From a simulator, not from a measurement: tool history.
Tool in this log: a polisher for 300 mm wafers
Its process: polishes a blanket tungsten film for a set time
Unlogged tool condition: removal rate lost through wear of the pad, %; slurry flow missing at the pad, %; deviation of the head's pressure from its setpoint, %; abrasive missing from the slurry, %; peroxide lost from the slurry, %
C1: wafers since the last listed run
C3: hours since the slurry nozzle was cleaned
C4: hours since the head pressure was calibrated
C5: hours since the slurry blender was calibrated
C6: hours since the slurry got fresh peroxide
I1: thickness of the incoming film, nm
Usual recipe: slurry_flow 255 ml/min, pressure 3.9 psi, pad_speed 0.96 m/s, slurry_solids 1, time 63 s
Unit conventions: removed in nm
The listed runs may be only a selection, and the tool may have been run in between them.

run 1 hour=0 | slurry_flow=255 pressure=3.9 pad_speed=0.96 slurry_solids=1 time=63 | C1=0 wafers_polished_on_this_pad=802 C3=409.9 C4=1407.6 C5=105 C6=40.3 | I1=1355.2 | removed=276.3
run 2 hour=18.6 | slurry_flow=255 pressure=3.9 pad_speed=0.96 slurry_solids=1 time=63 | C1=195 wafers_polished_on_this_pad=997 C3=428.5 C4=1426.2 C5=123.6 C6=58.9 | I1=1343.9 | removed=271
run 3 hour=41.4 | slurry_flow=255 pressure=3.9 pad_speed=0.96 slurry_solids=1 time=63 | C1=239 wafers_polished_on_this_pad=1236 C3=451.3 C4=1449 C5=146.4 C6=81.7 | I1=1342.4 | removed=264.2
-- hour=62.1 slurry blender recalibrated
run 4 hour=66 | slurry_flow=255 pressure=3.9 pad_speed=0.96 slurry_solids=1 time=68 | C1=236 wafers_polished_on_this_pad=1473 C3=475.9 C4=1473.6 C5=3.9 C6=106.3 | I1=1319.2 | removed=286.9
run 5 hour=78.7 | slurry_flow=255 pressure=3.9 pad_speed=0.96 slurry_solids=1 time=68 | C1=133 wafers_polished_on_this_pad=1607 C3=488.6 C4=1486.3 C5=16.6 C6=119 | I1=1354.5 | removed=279.2
-- hour=93.7 worn pad replaced by a new one
-- hour=110.2 slurry tank refilled with fresh slurry and peroxide
run 6 hour=113.1 | slurry_flow=255 pressure=3.9 pad_speed=0.96 slurry_solids=1 time=63 | C1=308 wafers_polished_on_this_pad=192 C3=523 C4=1520.7 C5=51 C6=2.9 | I1=1359 | removed=290.1
run 7 hour=141.3 | slurry_flow=255 pressure=3.9 pad_speed=0.96 slurry_solids=1 time=63 | C1=295 wafers_polished_on_this_pad=488 C3=551.2 C4=1548.9 C5=79.2 C6=31.1 | I1=1370.2 | removed=273.1
run 8 hour=161.4 | slurry_flow=255 pressure=3.3 pad_speed=0.96 slurry_solids=0.85 time=63 | C1=210 wafers_polished_on_this_pad=699 C3=571.3 C4=1569 C5=99.3 C6=51.2 | I1=1345.2 | removed=219.9
run 9 hour=181.6 | slurry_flow=255 pressure=3.3 pad_speed=0.96 slurry_solids=0.85 time=63 | C1=211 wafers_polished_on_this_pad=911 C3=591.5 C4=1589.2 C5=119.5 C6=71.4 | I1=1341.4 | removed=215.7
run 10 hour=199.2 | slurry_flow=255 pressure=3.3 pad_speed=0.96 slurry_solids=0.85 time=63 | C1=184 wafers_polished_on_this_pad=1095 C3=609.1 C4=1606.8 C5=137.1 C6=89 | I1=1326.2 | removed=211.8
-- hour=213.5 slurry blender recalibrated
-- hour=229.8 head pressure recalibrated
run 11 hour=231.7 | slurry_flow=255 pressure=3.9 pad_speed=1.22 slurry_solids=1 time=63 | C1=298 wafers_polished_on_this_pad=1394 C3=641.6 C4=1.9 C5=18.2 C6=121.5 | I1=1357.7 | removed=327.1
-- hour=253.9 worn pad replaced by a new one
run 12 hour=254.4 | slurry_flow=255 pressure=3.9 pad_speed=1.22 slurry_solids=1 time=63 | C1=196 wafers_polished_on_this_pad=4 C3=664.3 C4=24.6 C5=40.9 C6=144.2 | I1=1366.4 | removed=334.2
run 13 hour=271.3 | slurry_flow=255 pressure=3.9 pad_speed=0.96 slurry_solids=1 time=63 | C1=177 wafers_polished_on_this_pad=181 C3=681.2 C4=41.5 C5=57.8 C6=161.1 | I1=1328.2 | removed=262
-- hour=275.8 slurry tank refilled with fresh slurry and peroxide
run 14 hour=306.9 | slurry_flow=255 pressure=3.4 pad_speed=0.96 slurry_solids=1 time=63 | C1=362 wafers_polished_on_this_pad=544 C3=716.8 C4=77.1 C5=93.4 C6=31.1 | I1=1346.8 | removed=240
run 15 hour=338.5 | slurry_flow=255 pressure=3.9 pad_speed=0.96 slurry_solids=1 time=63 | C1=331 wafers_polished_on_this_pad=876 C3=748.4 C4=108.7 C5=125 C6=62.7 | I1=1349.5 | removed=260.9
-- hour=366.2 slurry blender recalibrated
run 16 hour=370.7 | slurry_flow=255 pressure=4.4 pad_speed=0.96 slurry_solids=1 time=63 | C1=316 wafers_polished_on_this_pad=1192 C3=780.6 C4=140.9 C5=4.5 C6=94.9 | I1=1361.8 | removed=303.3
run 17 hour=393.4 | slurry_flow=255 pressure=3.9 pad_speed=0.96 slurry_solids=1 time=63 | C1=238 wafers_polished_on_this_pad=1430 C3=803.3 C4=163.6 C5=27.2 C6=117.6 | I1=1324.6 | removed=260
-- hour=400 worn pad replaced by a new one, of another model than before
-- hour=407.1 slurry nozzle cleaned
run 18 hour=418.3 | slurry_flow=255 pressure=3.9 pad_speed=0.96 slurry_solids=1.15 time=47 | C1=208 wafers_polished_on_this_pad=181 C3=11.2 C4=188.5 C5=52.1 C6=142.5 | I1=1340.4 | removed=199.4
run 19 hour=433.6 | slurry_flow=315 pressure=3.9 pad_speed=0.84 slurry_solids=0.8 time=63 | C1=160 wafers_polished_on_this_pad=341 C3=26.5 C4=203.8 C5=67.4 C6=157.8 | I1=1348.9 | removed=230.7
-- hour=450.7 slurry tank refilled with fresh slurry and peroxide
run 20 hour=466.6 | slurry_flow=225 pressure=3.9 pad_speed=1.22 slurry_solids=0.85 time=50 | C1=335 wafers_polished_on_this_pad=677 C3=59.5 C4=236.8 C5=100.4 C6=15.9 | I1=1354.3 | removed=243.8
run 21 hour=498.4 | slurry_flow=255 pressure=3.9 pad_speed=0.96 slurry_solids=1 time=63 | C1=333 wafers_polished_on_this_pad=1010 C3=91.3 C4=268.6 C5=132.2 C6=47.7 | I1=1374.8 | removed=276.6
-- hour=522.6 slurry blender recalibrated
-- hour=553.4 worn pad replaced by a new one
run 22 hour=591.6 | slurry_flow=255 pressure=3.9 pad_speed=0.74 slurry_solids=1 time=63 | C1=914 wafers_polished_on_this_pad=400 C3=184.5 C4=361.8 C5=69 C6=140.9 | I1=1320.9 | removed=226
run 23 hour=615.4 | slurry_flow=255 pressure=5.3 pad_speed=1.06 slurry_solids=1.25 time=57 | C1=249 wafers_polished_on_this_pad=650 C3=208.3 C4=385.6 C5=92.8 C6=164.7 | I1=1361 | removed=320.8
-- hour=621.9 slurry tank refilled with fresh slurry and peroxide
run 24 hour=639.3 | slurry_flow=295 pressure=4.7 pad_speed=0.96 slurry_solids=0.75 time=52 | C1=240 wafers_polished_on_this_pad=890 C3=232.2 C4=409.5 C5=116.7 C6=17.4 | I1=1347.2 | removed=243.4
run 25 hour=653.1 | slurry_flow=255 pressure=3.9 pad_speed=0.96 slurry_solids=1 time=63 | C1=144 wafers_polished_on_this_pad=1034 C3=246 C4=423.3 C5=130.5 C6=31.2 | I1=1342.1 | removed=271.1
-- hour=673.5 slurry blender recalibrated
run 26 hour=688 | slurry_flow=255 pressure=3.9 pad_speed=0.62 slurry_solids=0.8 time=63 | C1=344 wafers_polished_on_this_pad=1379 C3=280.9 C4=458.2 C5=14.5 C6=66.1 | I1=1331.8 | removed=198.2
run 27 hour=711.7 | slurry_flow=255 pressure=2.9 pad_speed=0.96 slurry_solids=1.2 time=63 | C1=248 wafers_polished_on_this_pad=1628 C3=304.6 C4=481.9 C5=38.2 C6=89.8 | I1=1370.2 | removed=230

Branching from run 27: 3 alternative next runs. What would each branch give?
run A hour=712.1 | slurry_flow=255 pressure=3.9 pad_speed=1.26 slurry_solids=1 time=63 | C1=4 wafers_polished_on_this_pad=1632 C3=305 C4=482.3 C5=38.6 C6=90.2 | I1=1351.4 | removed=?
run B hour=712.1 | slurry_flow=190 pressure=3.4 pad_speed=0.96 slurry_solids=1 time=63 | C1=4 wafers_polished_on_this_pad=1632 C3=305 C4=482.3 C5=38.6 C6=90.2 | I1=1351.4 | removed=?
run C hour=712.1 | slurry_flow=255 pressure=3.9 pad_speed=1.06 slurry_solids=1 time=63 | C1=4 wafers_polished_on_this_pad=1632 C3=305 C4=482.3 C5=38.6 C6=90.2 | I1=1351.4 | removed=?

run=A removed=312.6
run=B removed=235.2
run=C removed=280.3
With the hidden condition removed and each run's random variation left untouched, the same runs would have given:
run=A removed=347.1
run=B removed=261.2
run=C removed=311.3
